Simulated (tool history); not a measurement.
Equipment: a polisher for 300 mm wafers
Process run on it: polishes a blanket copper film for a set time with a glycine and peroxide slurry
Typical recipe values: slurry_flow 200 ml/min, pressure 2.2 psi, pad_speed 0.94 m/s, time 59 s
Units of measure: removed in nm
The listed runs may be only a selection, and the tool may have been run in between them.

run	hour	slurry_flow	pressure	pad_speed	time	wafers since the last listed run	wafers polished on this pad	hours since the slurry nozzle was cleaned	hours since the head pressure was calibrated	incoming thickness of the incoming film, nm	removed
1	0	200	2.2	0.94	59	0	460	237.9	146.9	2063.3	284
2	12.2	200	2.2	0.94	59	178	638	250.1	159.1	2071.3	284.7
3	29.2	200	2.2	0.94	59	248	886	267.1	176.1	2055.2	289.5
4	36.9	200	2.2	0.94	59	112	998	274.8	183.8	2096.2	285.1
# hour 54.2: worn pad replaced by a new one
5	54.7	200	2.4	0.94	59	201	7	292.6	201.6	2107.1	305.7
6	65.9	200	2.2	0.94	59	163	170	303.8	212.8	2094.5	290.8
7	75.2	200	2.2	0.94	59	135	306	313.1	222.1	2053.1	292.2
8	92.6	200	2.2	0.94	59	254	560	330.5	239.5	2061.3	286
9	106.1	200	2.2	0.94	59	197	757	344	253	2081.4	282.8
10	117.4	200	2.2	0.94	59	164	922	355.3	264.3	2037.7	284.7
11	124.5	200	2.2	0.94	59	103	1026	362.4	271.4	2064.5	286.7
12	134.3	200	2.2	0.94	43	143	1169	372.2	281.2	2060.8	207.2
# hour 138.8: worn pad replaced by a new one
13	148.8	200	2.2	0.94	43	153	145	386.7	295.7	2072	206.6
14	166.7	200	2.2	0.94	59	261	407	404.6	313.6	2077	285.1
15	180.8	200	2.2	0.94	59	205	613	418.7	327.7	2055.2	286.9
16	189.2	235	1.6	0.94	59	122	735	427.1	336.1	2087.8	245.5
17	196.4	200	2.2	0.94	67	105	840	434.3	343.3	2050.4	325.5
18	204.9	200	2.2	1.2	47	124	964	442.8	351.8	2060.6	253.7
# hour 211.2: slurry nozzle cleaned
19	216.3	200	1.9	0.94	59	151	1116	5.1	363.2	2077.9	255.9
20	231.4	200	2.2	0.94	59	220	1337	20.2	378.3	2067.9	289.8
# hour 237.7: worn pad replaced by a new one
21	243.5	200	2.2	0.74	59	118	84	32.3	390.4	2071.7	260.3
# hour 248.1: head pressure recalibrated
22	254	200	2.2	0.94	46	124	208	42.8	5.9	2082.8	222.9
23	271.9	200	2.2	0.94	43	261	470	60.7	23.8	2083.6	202.7

What does the tool deliver on the next run?
24	289.7	235	2.2	0.7	52	259	729	78.5	41.6	2067.3	?

{"run 24": {"removed": 227.5}}
Take away the tool's hidden state, keep the run-to-run variation as it was, and the same run would have given removed 227.5 nm.
